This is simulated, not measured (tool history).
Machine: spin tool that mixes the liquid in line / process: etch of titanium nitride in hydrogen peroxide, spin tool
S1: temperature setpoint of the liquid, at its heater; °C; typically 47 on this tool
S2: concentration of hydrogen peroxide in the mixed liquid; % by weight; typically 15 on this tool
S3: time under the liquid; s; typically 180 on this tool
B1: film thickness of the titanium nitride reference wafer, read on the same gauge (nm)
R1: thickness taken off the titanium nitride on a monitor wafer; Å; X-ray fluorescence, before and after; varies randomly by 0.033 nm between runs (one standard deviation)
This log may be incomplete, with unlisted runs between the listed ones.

run 1 hour=0 | S1=47 S2=15 S3=180 | B1=70.012 | R1=32.98
-- hour=16.9 new drum of peroxide connected
run 2 hour=21 | S1=47 S2=15 S3=180 | B1=69.967 | R1=32.37
run 3 hour=38.3 | S1=55.5 S2=15 S3=180 | B1=70.01 | R1=60.74
run 4 hour=70.4 | S1=42.5 S2=19 S3=100 | B1=70.039 | R1=13.57
-- hour=83 peroxide flow meter replaced
run 5 hour=105 | S1=47 S2=15 S3=180 | B1=70.006 | R1=33.12
run 6 hour=138.5 | S1=54.5 S2=15 S3=75 | B1=69.974 | R1=23.29
run 7 hour=159 | S1=40.5 S2=12 S3=235 | B1=69.943 | R1=24.68
run 8 hour=173.7 | S1=47 S2=15 S3=180 | B1=69.982 | R1=32.18
run 9 hour=195.3 | S1=53.5 S2=12 S3=240 | B1=70.028 | R1=65.33
run 10 hour=219 | S1=47 S2=15 S3=180 | B1=70.008 | R1=31.97
-- hour=229.4 thermometer replaced
run 11 hour=266 | S1=55 S2=15 S3=135 | B1=70.011 | R1=44.49
run 12 hour=288.5 | S1=47 S2=12 S3=180 | B1=70.001 | R1=32.05
run 13 hour=318 | S1=40.5 S2=12 S3=235 | B1=70.039 | R1=25.53
run 14 hour=333 | S1=47 S2=15 S3=180 | B1=70.007 | R1=33.96
run 15 hour=356.3 | S1=38 S2=19.5 S3=230 | B1=69.973 | R1=22.86
-- hour=371.4 gauge calibrated
run 16 hour=378.5 | S1=47 S2=13.5 S3=180 | B1=70.013 | R1=33.26
-- hour=381.8 new drum of peroxide connected
run 17 hour=397.3 | S1=55.5 S2=15 S3=180 | B1=70.013 | R1=62.04
run 18 hour=456.7 | S1=52 S2=15 S3=180 | B1=69.994 | R1=47.22

Run 19, settings as shown, results not yet in. Your forecast:
run 19 hour=484.4 | S1=47 S2=15 S3=180 | B1=? | R1=?

{"run 19": {"B1": 70.005, "R1": 32.85}}
With no hidden state in the tool, this same run would have given R1 34.79 Å.

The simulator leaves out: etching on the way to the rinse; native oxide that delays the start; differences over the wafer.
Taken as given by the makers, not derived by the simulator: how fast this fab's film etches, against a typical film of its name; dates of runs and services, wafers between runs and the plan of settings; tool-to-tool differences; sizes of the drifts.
